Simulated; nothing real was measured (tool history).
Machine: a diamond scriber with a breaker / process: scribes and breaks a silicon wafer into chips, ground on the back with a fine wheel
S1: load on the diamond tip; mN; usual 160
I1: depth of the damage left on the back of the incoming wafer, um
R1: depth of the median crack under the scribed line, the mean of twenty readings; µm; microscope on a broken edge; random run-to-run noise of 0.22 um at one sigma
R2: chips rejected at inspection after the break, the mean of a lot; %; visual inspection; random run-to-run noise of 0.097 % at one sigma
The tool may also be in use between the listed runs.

run	hour	S1	I1	R1	R2
1	0	149	2.44	10.96	6.65
2	7.8	160	2.93	10.81	6.51
3	60.9	160	2.98	10.95	6.72
4	70.9	160	1.83	10.67	5.75
5	79.7	160	1.98	10.89	6.01
6	88.7	160	2.27	10.38	5.98
7	97.9	160	2.08	10.6	5.46
8	108.7	160	2.94	10.6	7.65
9	121.7	122	2.62	9.53	14.82
10	135.7	122	1.86	9.3	12.06
11	150.1	122	2.92	9.28	16.41
# hour 159.1: diamond tip replaced by a new one
12	166.5	160	2.29	12.74	1.95
13	172.5	160	2.11	12.42	1.77
14	178.7	150	1.6	11.92	1.9
# hour 192.2: load on the tip recalibrated
15	192.7	150	1.88	12.42	2.04
16	201	150	2.67	11.86	2.83
17	212.9	160	1.64	12.15	1.65

Expected results for the next run?
18	219.8	207	2.79	?	?

Run 18 gave R1 14.44 µm, R2 3.23 %.
On a tool with no hidden condition, and with the same random variation, this run would have come out at R1 14.9 µm, R2 3.96 %.
